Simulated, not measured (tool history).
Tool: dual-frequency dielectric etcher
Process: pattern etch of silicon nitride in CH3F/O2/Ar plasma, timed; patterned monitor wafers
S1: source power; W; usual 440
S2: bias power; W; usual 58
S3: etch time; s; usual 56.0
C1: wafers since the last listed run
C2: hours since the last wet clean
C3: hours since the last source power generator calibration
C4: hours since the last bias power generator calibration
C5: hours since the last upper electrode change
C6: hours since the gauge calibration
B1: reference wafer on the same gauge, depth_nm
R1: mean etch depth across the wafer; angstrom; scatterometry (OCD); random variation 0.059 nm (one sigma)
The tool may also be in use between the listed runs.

{"run": 1, "hour": 0.0, "S1": 420, "S2": 58, "S3": 56.0, "C1": 0, "C2": 18.6, "C3": 4248.6, "C4": 2137.1, "C5": 3061.9, "C6": 186.3, "B1": 44.32, "R1": 394.5}
{"run": 2, "hour": 47.9, "S1": 520, "S2": 61, "S3": 56.0, "C1": 787, "C2": 66.5, "C3": 4296.5, "C4": 2185.0, "C5": 3109.8, "C6": 234.2, "B1": 44.29, "R1": 424.8}
{"run": 3, "hour": 108.3, "S1": 520, "S2": 61, "S3": 56.0, "C1": 992, "C2": 126.9, "C3": 4356.9, "C4": 2245.4, "C5": 3170.2, "C6": 294.6, "B1": 44.29, "R1": 425.4}
{"run": 4, "hour": 158.7, "S1": 530, "S2": 49, "S3": 56.0, "C1": 828, "C2": 177.3, "C3": 4407.3, "C4": 2295.8, "C5": 3220.6, "C6": 345.0, "B1": 44.32, "R1": 399.5}
{"run": 5, "hour": 186.0, "S1": 350, "S2": 58, "S3": 56.0, "C1": 448, "C2": 204.6, "C3": 4434.6, "C4": 2323.1, "C5": 3247.9, "C6": 372.3, "B1": 44.29, "R1": 379.5}
{"run": 6, "hour": 255.3, "S1": 390, "S2": 52, "S3": 56.0, "C1": 1139, "C2": 273.9, "C3": 4503.9, "C4": 2392.4, "C5": 3317.2, "C6": 441.6, "B1": 44.3, "R1": 376.4}
{"run": 7, "hour": 285.7, "S1": 440, "S2": 58, "S3": 63.0, "C1": 499, "C2": 304.3, "C3": 4534.3, "C4": 2422.8, "C5": 3347.6, "C6": 472.0, "B1": 44.29, "R1": 453.8}
{"run": 8, "hour": 330.2, "S1": 440, "S2": 58, "S3": 63.0, "C1": 731, "C2": 348.8, "C3": 4578.8, "C4": 2467.3, "C5": 3392.1, "C6": 516.5, "B1": 44.31, "R1": 454.9}
{"run": 9, "hour": 362.2, "S1": 440, "S2": 58, "S3": 63.0, "C1": 525, "C2": 380.8, "C3": 4610.8, "C4": 2499.3, "C5": 3424.1, "C6": 548.5, "B1": 44.3, "R1": 455.5}
{"hour": 410.0, "done": "upper electrode replaced"}
{"run": 10, "hour": 419.1, "S1": 440, "S2": 58, "S3": 63.0, "C1": 540, "C2": 437.7, "C3": 4667.7, "C4": 2556.2, "C5": 9.1, "C6": 605.4, "B1": 44.29, "R1": 454.8}
{"hour": 478.0, "done": "wet clean of the chamber"}
{"hour": 489.2, "done": "gauge calibrated"}
{"run": 11, "hour": 603.6, "S1": 340, "S2": 46, "S3": 56.0, "C1": 2638, "C2": 125.6, "C3": 4852.2, "C4": 2740.7, "C5": 193.6, "C6": 114.4, "B1": 44.3, "R1": 350.1}
{"hour": 637.3, "done": "bias power generator calibrated"}
{"run": 12, "hour": 663.5, "S1": 340, "S2": 72, "S3": 56.0, "C1": 918, "C2": 185.5, "C3": 4912.1, "C4": 26.2, "C5": 253.5, "C6": 174.3, "B1": 44.3, "R1": 398.7}
{"hour": 677.1, "done": "source power generator calibrated"}
{"run": 13, "hour": 704.3, "S1": 390, "S2": 58, "S3": 56.0, "C1": 604, "C2": 226.3, "C3": 27.2, "C4": 67.0, "C5": 294.3, "C6": 215.1, "B1": 44.31, "R1": 383.1}
{"run": 14, "hour": 749.9, "S1": 440, "S2": 58, "S3": 40.5, "C1": 749, "C2": 271.9, "C3": 72.8, "C4": 112.6, "C5": 339.9, "C6": 260.7, "B1": 44.29, "R1": 286.4}
{"run": 15, "hour": 774.1, "S1": 470, "S2": 44, "S3": 65.0, "C1": 397, "C2": 296.1, "C3": 97.0, "C4": 136.8, "C5": 364.1, "C6": 284.9, "B1": 44.29, "R1": 429.0}
{"run": 16, "hour": 804.7, "S1": 440, "S2": 58, "S3": 56.0, "C1": 502, "C2": 326.7, "C3": 127.6, "C4": 167.4, "C5": 394.7, "C6": 315.5, "B1": 44.3, "R1": 396.4}
{"run": 17, "hour": 842.6, "S1": 440, "S2": 53, "S3": 56.0, "C1": 622, "C2": 364.6, "C3": 165.5, "C4": 205.3, "C5": 432.6, "C6": 353.4, "B1": 44.31, "R1": 385.4}
{"run": 18, "hour": 893.6, "S1": 440, "S2": 58, "S3": 56.0, "C1": 838, "C2": 415.6, "C3": 216.5, "C4": 256.3, "C5": 483.6, "C6": 404.4, "B1": 44.29, "R1": 397.9}

Hidden state at the last listed run before each entry between runs and at the first one after, where it differs:
Between runs 9 and 10: upper electrode replaced (hour 410.0)
  etch rate over this chamber's usual, %: 0.925 -> 1.09; bias power that arrives over what is set, %: 5.88 -> 6
  measured less the result without the state, R1: +12.7 -> +13.5 angstrom
Between runs 10 and 11: wet clean of the chamber (hour 478.0); gauge calibrated (hour 489.2)
  etch rate over this chamber's usual, %: 1.09 -> 0.417; bias power that arrives over what is set, %: 6 -> 6.38
  measured less the result without the state, R1: +13.5 -> +8.2 angstrom
Between runs 11 and 12: bias power generator calibrated (hour 637.3)
  etch rate over this chamber's usual, %: 0.417 -> 0.593; bias power that arrives over what is set, %: 6.38 -> -0.413
  measured less the result without the state, R1: +8.2 -> +1.7 angstrom
Between runs 12 and 13: source power generator calibrated (hour 677.1)
  etch rate over this chamber's usual, %: 0.593 -> 0.713; bias power that arrives over what is set, %: -0.413 -> -0.328
  measured less the result without the state, R1: +1.7 -> +2.3 angstrom
